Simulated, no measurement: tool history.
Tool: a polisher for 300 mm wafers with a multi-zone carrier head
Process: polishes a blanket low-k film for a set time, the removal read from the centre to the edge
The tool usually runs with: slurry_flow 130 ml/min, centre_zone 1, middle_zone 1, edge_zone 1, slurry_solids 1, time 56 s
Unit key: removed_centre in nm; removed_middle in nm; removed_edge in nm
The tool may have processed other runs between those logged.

run	hour	slurry_flow	centre_zone	middle_zone	edge_zone	slurry_solids	time	incoming thickness of the incoming film, nm	removed_centre	removed_middle	removed_edge
1	0	130	1	1	1	1	56	564.6	13.4	12	12.3
2	13.3	130	1	1	1	1	56	562.6	13.3	11.7	12.5
3	49.2	130	1.08	1	1	1	65	571.7	16.6	13.8	14.9
4	66.4	130	1	1	1	1	56	558.7	13.3	11.8	12.4
# hour 77.9: worn pad replaced by a new one
5	94.8	130	1	1	1	1	56	559.7	13.3	11.9	12.4
6	118.4	130	1	1	1	1	56	558.7	13.2	11.7	12.5
7	139.2	130	1	1	1	1	56	553.8	13	11.8	12.6
8	172.7	130	1	1	1	1	56	557.8	13.2	12	12.3
# hour 176.5: slurry nozzle cleaned
9	194.7	130	1	1	1	1	56	566.3	14.3	12.5	12.8
# hour 209.8: worn pad replaced by a new one
10	219.9	130	1	1	1	1	56	567	14.1	12.5	13.1
# hour 240.4: edge zone pressure recalibrated
11	282.9	130	1	1	1	1	56	559.1	13.8	12.3	12.7
# hour 300.4: carrier head's membrane replaced by a new one
12	300.9	130	1	1	1.08	1	56	565.3	13.6	12.1	12.9
13	318.4	130	1	0.96	1	1	56	560	14	12	12.9

What does the tool deliver on the next run?
# hour 333.7: worn pad replaced by a new one
14	352.5	130	1.06	1	1	1.25	56	558	?	?	?

removed_centre: 15.5 nm
removed_middle: 13.2 nm
removed_edge: 13.9 nm
Take away the tool's hidden state, keep the run-to-run variation as it was, and the same run would have given removed_centre 14.6 nm, removed_middle 13.8 nm, removed_edge 14.4 nm.
